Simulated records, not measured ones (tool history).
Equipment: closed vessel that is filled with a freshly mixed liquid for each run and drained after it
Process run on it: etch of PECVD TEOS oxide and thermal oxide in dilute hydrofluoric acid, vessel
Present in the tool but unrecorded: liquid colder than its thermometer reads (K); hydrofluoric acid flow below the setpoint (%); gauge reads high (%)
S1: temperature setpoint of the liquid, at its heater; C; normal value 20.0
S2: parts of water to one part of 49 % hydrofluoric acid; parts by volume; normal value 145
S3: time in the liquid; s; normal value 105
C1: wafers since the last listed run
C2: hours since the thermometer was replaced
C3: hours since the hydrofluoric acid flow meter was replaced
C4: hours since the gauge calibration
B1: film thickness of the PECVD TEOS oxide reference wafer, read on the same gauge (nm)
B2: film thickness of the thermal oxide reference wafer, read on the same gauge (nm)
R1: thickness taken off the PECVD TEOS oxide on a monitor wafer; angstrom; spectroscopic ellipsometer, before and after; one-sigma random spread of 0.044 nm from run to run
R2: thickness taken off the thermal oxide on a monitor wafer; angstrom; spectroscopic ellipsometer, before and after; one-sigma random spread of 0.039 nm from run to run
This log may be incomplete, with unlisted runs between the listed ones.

run 1 hour=0.0 | S1=20.0 S2=145 S3=105 | C1=0 C2=1688.4 C3=1714.7 C4=213.6 | B1=129.98 B2=79.988 | R1=75.6 R2=24.14
run 2 hour=32.8 | S1=20.0 S2=145 S3=75 | C1=4587 C2=1721.2 C3=1747.5 C4=246.4 | B1=130.02 B2=80.045 | R1=53.2 R2=17.12
run 3 hour=93.1 | S1=20.0 S2=145 S3=75 | C1=8433 C2=1781.5 C3=1807.8 C4=306.7 | B1=129.99 B2=79.984 | R1=53.6 R2=17.14
run 4 hour=110.8 | S1=23.5 S2=145 S3=105 | C1=2475 C2=1799.2 C3=1825.5 C4=324.4 | B1=130.00 B2=80.024 | R1=85.5 R2=27.47
run 5 hour=126.6 | S1=20.0 S2=145 S3=120 | C1=2209 C2=1815.0 C3=1841.3 C4=340.2 | B1=130.01 B2=79.987 | R1=85.4 R2=27.69
-- hour=141.2 gauge calibrated
run 6 hour=151.6 | S1=20.0 S2=180 S3=105 | C1=3496 C2=1840.0 C3=1866.3 C4=10.4 | B1=130.03 B2=79.994 | R1=57.5 R2=18.29
-- hour=177.5 hydrofluoric acid flow meter replaced
run 7 hour=185.9 | S1=20.0 S2=180 S3=105 | C1=4657 C2=1874.3 C3=8.4 C4=44.7 | B1=129.99 B2=79.986 | R1=67.2 R2=21.85
run 8 hour=205.5 | S1=20.0 S2=145 S3=105 | C1=2741 C2=1893.9 C3=28.0 C4=64.3 | B1=130.02 B2=79.998 | R1=86.3 R2=27.34
run 9 hour=219.6 | S1=17.0 S2=145 S3=120 | C1=1972 C2=1908.0 C3=42.1 C4=78.4 | B1=129.97 B2=80.014 | R1=87.2 R2=27.68
run 10 hour=232.4 | S1=17.0 S2=90 S3=80 | C1=1790 C2=1920.8 C3=54.9 C4=91.2 | B1=129.99 B2=80.001 | R1=100.2 R2=30.78
run 11 hour=261.3 | S1=20.0 S2=120 S3=160 | C1=4042 C2=1949.7 C3=83.8 C4=120.1 | B1=129.97 B2=79.998 | R1=164.0 R2=52.76
-- hour=266.3 thermometer replaced
run 12 hour=278.8 | S1=20.0 S2=145 S3=165 | C1=2307 C2=12.5 C3=101.3 C4=137.6 | B1=130.00 B2=79.993 | R1=136.3 R2=44.50
run 13 hour=295.3 | S1=20.0 S2=145 S3=105 | C1=2307 C2=29.0 C3=117.8 C4=154.1 | B1=130.04 B2=79.975 | R1=85.8 R2=26.61
run 14 hour=322.2 | S1=20.0 S2=205 S3=105 | C1=3762 C2=55.9 C3=144.7 C4=181.0 | B1=129.99 B2=79.996 | R1=56.6 R2=18.54
run 15 hour=342.7 | S1=20.0 S2=145 S3=105 | C1=2867 C2=76.4 C3=165.2 C4=201.5 | B1=129.99 B2=79.996 | R1=85.4 R2=27.92
run 16 hour=355.5 | S1=23.5 S2=200 S3=70 | C1=1790 C2=89.2 C3=178.0 C4=214.3 | B1=130.01 B2=79.975 | R1=44.4 R2=14.15
run 17 hour=375.9 | S1=20.0 S2=145 S3=135 | C1=2853 C2=109.6 C3=198.4 C4=234.7 | B1=129.99 B2=80.018 | R1=109.4 R2=34.24

Hidden state at the last listed run before each entry between runs and at the first one after, where it differs:
After run 5, before run 6: gauge calibrated (hour 141.2)
  hydrofluoric acid flow below the setpoint (%): 12.7 -> 12.9
  the result without the hidden state subtracted from the measured one, R1: -14.6 -> -10.2 angstrom; R2: -4.75 -> -3.26 angstrom
After run 6, before run 7: hydrofluoric acid flow meter replaced (hour 177.5)
  hydrofluoric acid flow below the setpoint (%): 12.9 -> 1.09
  the result without the hidden state subtracted from the measured one, R1: -10.2 -> -0.9 angstrom; R2: -3.26 -> -0.29 angstrom
After run 11, before run 12: thermometer replaced (hour 266.3)
  hydrofluoric acid flow below the setpoint (%): 1.5 -> 1.59
  the result without the hidden state subtracted from the measured one, R1: -2.8 -> -2.5 angstrom; R2: -0.90 -> -0.84 angstrom
